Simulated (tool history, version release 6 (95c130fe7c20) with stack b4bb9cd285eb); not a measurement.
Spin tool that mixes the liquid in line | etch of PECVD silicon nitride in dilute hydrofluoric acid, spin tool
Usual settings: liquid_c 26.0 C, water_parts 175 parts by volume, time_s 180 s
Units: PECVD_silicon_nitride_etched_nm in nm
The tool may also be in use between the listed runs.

run,hour,liquid_c,water_parts,time_s,wafers since the last listed run,hours since the thermometer was replaced,hours since the hydrofluoric acid flow meter was replaced,hours since the gauge calibration,"read-back film thickness of the PECVD silicon nitride reference wafer, read on the same gauge (nm)",PECVD_silicon_nitride_etched_nm
1,0.0,26.0,175,180,0,1001.0,500.9,637.2,70.00,5.72
2,24.6,26.0,175,180,136,1025.6,525.5,661.8,70.00,5.68
3,55.9,26.0,175,180,173,1056.9,556.8,693.1,70.01,5.70
4,85.7,30.0,175,180,165,1086.7,586.6,722.9,70.03,7.20
5,120.8,26.0,175,125,194,1121.8,621.7,758.0,69.99,3.95
6,153.4,26.0,175,180,180,1154.4,654.3,790.6,69.97,5.66
# hour 170.0: thermometer replaced
7,182.4,26.0,175,180,155,12.4,683.3,819.6,70.02,5.97
8,209.9,26.0,175,180,152,39.9,710.8,847.1,69.99,5.94
9,245.5,26.0,175,180,197,75.5,746.4,882.7,70.04,5.91
10,257.9,26.0,175,180,68,87.9,758.8,895.1,69.99,5.93
11,291.7,26.0,175,180,187,121.7,792.6,928.9,70.00,5.91
# hour 311.6: hydrofluoric acid flow meter replaced
12,332.3,24.0,120,100,219,162.3,20.7,969.5,70.02,4.40
13,362.9,27.5,175,180,169,192.9,51.3,1000.1,70.01,6.69
14,397.0,21.0,245,180,188,227.0,85.4,1034.2,70.00,3.25
15,426.1,26.0,175,180,161,256.1,114.5,1063.3,69.97,6.12
16,439.3,24.5,175,120,73,269.3,127.7,1076.5,70.00,3.71
17,459.9,26.0,175,180,114,289.9,148.3,1097.1,70.00,6.04
18,489.2,23.5,175,275,162,319.2,177.6,1126.4,70.00,7.91
# hour 509.5: gauge calibrated
19,513.4,29.0,175,180,134,343.4,201.8,3.9,70.02,7.37
20,530.9,26.0,175,245,96,360.9,219.3,21.4,70.03,8.17
21,553.7,26.0,210,180,126,383.7,242.1,44.2,69.97,5.05
22,577.0,26.0,175,180,129,407.0,265.4,67.5,70.00,6.09
23,606.4,26.0,175,180,162,436.4,294.8,96.9,70.00,5.94

The next listed run, before its measurement:
24,640.9,26.0,175,180,191,470.9,329.3,131.4,?,?

read-back film thickness of the PECVD silicon nitride reference wafer, read on the same gauge (nm): 70.02
PECVD_silicon_nitride_etched_nm: 5.99 nm
Without the tool's hidden state the same run would have given PECVD_silicon_nitride_etched_nm 6.38 nm.
